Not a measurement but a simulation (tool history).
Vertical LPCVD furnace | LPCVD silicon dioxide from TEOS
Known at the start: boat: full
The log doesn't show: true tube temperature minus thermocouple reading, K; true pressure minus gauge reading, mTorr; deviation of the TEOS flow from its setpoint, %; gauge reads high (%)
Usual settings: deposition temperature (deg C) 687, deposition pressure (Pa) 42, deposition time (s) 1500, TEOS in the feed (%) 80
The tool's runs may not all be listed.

run      day  deposition temperature (deg C)  deposition pressure (Pa)  deposition time (s)  TEOS in the feed (%)  wafers since the last listed run  hours since the last temperature calibration  hours since the pressure gauge was zeroed  hours since the TEOS flow controller was replaced  hours since the gauge calibration  read-back reference wafer on the same gauge, thickness  film thickness on the monitor wafer in the middle of the boat (nm)
  1        0                             687                        42                 1230                    80                                 0                                        1948.9                                      709.9                                             4744.5                             2420.7                                                  118.98                                                               116.2
  2    4.208                             687                        42                 1500                    76                              1145                                        2049.9                                      810.9                                             4845.5                             2521.7                                                  119.08                                                               138.8
  3     6.15                             687                        42                 1500                    80                               528                                        2096.5                                      857.5                                             4892.1                             2568.3                                                  118.91                                                               141.8
  4   16.142                             687                        42                 1500                    80                              2718                                        2336.3                                     1097.3                                             5131.9                             2808.1                                                   119.1                                                              142.23
      17.212  -- TEOS flow controller replaced
  5   20.242                             694                        42                 1500                    80                               843                                        2434.7                                     1195.7                                               72.7                             2906.5                                                  118.92                                                              166.88
  6   23.217                             679                        42                 1500                    80                               809                                        2506.1                                     1267.1                                              144.1                             2977.9                                                  118.97                                                              116.54
      27.658  -- thermocouples replaced and temperature profile calibrated
  7   27.679                             687                      48.7                 1500                    76                               942                                           0.5                                     1374.2                                              251.2                               3085                                                  118.84                                                              148.71
  8   29.204                             687                      48.7                 1500                    76                               414                                          37.1                                     1410.8                                              287.8                             3121.6                                                  119.07                                                              149.02
  9   33.621                             687                        42                 1500                    80                              1201                                         143.1                                     1516.8                                              393.8                             3227.6                                                     119                                                              141.37
 10   37.771                             687                        42                 1500                    80                              1129                                         242.7                                     1616.4                                              493.4                             3327.2                                                  118.93                                                              140.24
      39.025  -- pressure gauge zeroed
      40.583  -- gauge calibrated
 11    41.45                             687                        42                 1500                    80                               729                                           331                                       58.2                                              581.7                               20.8                                                  119.08                                                              142.39
 12   44.442                             687                      50.7                 1200                    92                               814                                         402.8                                        130                                              653.5                               92.6                                                  118.85                                                               134.5
 13   47.542                             687                        42                 1500                    80                               843                                         477.2                                      204.4                                              727.9                                167                                                  119.02                                                              142.61
 14   49.738                             687                        36                 1500                    75                               597                                         529.9                                      257.1                                              780.6                              219.7                                                  118.97                                                              128.75
 15   52.479                             687                        42                 1500                    80                               746                                         595.7                                      322.9                                              846.4                              285.5                                                  119.09                                                              142.97
 16   55.442                             687                        42                 1500                    80                               806                                         666.8                                        394                                              917.5                              356.6                                                  118.88                                                              144.32
 17     59.2                             687                        42                 1500                    91                              1022                                           757                                      484.2                                             1007.7                              446.8                                                  119.25                                                              151.66
 18   60.875                             687                        42                 1500                    69                               455                                         797.2                                      524.4                                             1047.9                                487                                                  119.07                                                              133.35
 19     64.4                             693                      47.3                 1770                    92                               959                                         881.8                                        609                                             1132.5                              571.6                                                  119.02                                                              222.18
 20   67.275                             675                      36.7                 2010                    92                               782                                         950.8                                        678                                             1201.5                              640.6                                                  119.25                                                               143.6
 21   69.412                             687                      39.3                 1500                    80                               581                                        1002.1                                      729.3                                             1252.8                              691.9                                                  119.07                                                              138.44
 22   71.308                             687                        42                 1500                    73                               515                                        1047.6                                      774.8                                             1298.3                              737.4                                                  118.99                                                              135.68
 23   75.612                             694                        42                 1500                    71                              1171                                        1150.9                                      878.1                                             1401.6                              840.7                                                  119.03                                                               158.7
 24    78.35                             687                        42                 2040                    80                               744                                        1216.6                                      943.8                                             1467.3                              906.4                                                  119.09                                                              193.36
 25   80.375                             692                        36                  960                    72                               551                                        1265.2                                      992.4                                             1515.9                                955                                                  118.97                                                               89.74
 26     85.3                             683                      35.3                 1500                    80                              1340                                        1383.4                                     1110.6                                             1634.1                             1073.2                                                  118.86                                                               118.1
 27   88.967                             698                      33.3                 1500                    80                               997                                        1471.4                                     1198.6                                             1722.1                             1161.2                                                   118.9                                                              163.51
 28   91.467                             687                        42                 1500                    89                               680                                        1531.4                                     1258.6                                             1782.1                             1221.2                                                  118.88                                                              148.44
 29   95.788                             687                        42                 1350                    80                              1175                                        1635.1                                     1362.3                                             1885.8                             1324.9                                                  119.03                                                              127.87
     100.783  -- pressure gauge zeroed
 30  100.804                             687                        46                 1500                    80                              1093                                        1755.5                                        0.5                                             2006.2                             1445.3                                                  118.84                                                              150.12

Some steps in film thickness on the monitor wafer in the middle of the boat (nm) between neighbouring runs. How much of each would the tool show without its hidden state too (settings, what came in, random variation), and how much is left for the hidden state, with any gauge scatter that isn't in both results?
Run 10 -> 11: pressure gauge zeroed, gauge calibrated. film thickness on the monitor wafer in the middle of the boat (nm) +2.15: hidden state +3.59, all else -1.44.
Run 18 -> 19: deposition temperature (deg C) 687 -> 693, deposition pressure (Pa) 42 -> 47.3, deposition time (s) 1500 -> 1770, TEOS in the feed (%) 69 -> 92. film thickness on the monitor wafer in the middle of the boat (nm) +88.83: hidden state -0.2, all else +89.03.
Run 19 -> 20: deposition temperature (deg C) 693 -> 675, deposition pressure (Pa) 47.3 -> 36.7, deposition time (s) 1770 -> 2010. film thickness on the monitor wafer in the middle of the boat (nm) -78.58: hidden state -0.09, all else -78.49.
Run 24 -> 25: deposition temperature (deg C) 687 -> 692, deposition pressure (Pa) 42 -> 36, deposition time (s) 2040 -> 960, TEOS in the feed (%) 80 -> 72. film thickness on the monitor wafer in the middle of the boat (nm) -103.62: hidden state +0.45, all else -104.07.
Run 26 -> 27: deposition temperature (deg C) 683 -> 698, deposition pressure (Pa) 35.3 -> 33.3. film thickness on the monitor wafer in the middle of the boat (nm) +45.41: hidden state -1, all else +46.41.
Run 29 -> 30: deposition pressure (Pa) 42 -> 46, deposition time (s) 1350 -> 1500, pressure gauge zeroed. film thickness on the monitor wafer in the middle of the boat (nm) +22.25: hidden state +2.18, all else +20.07.
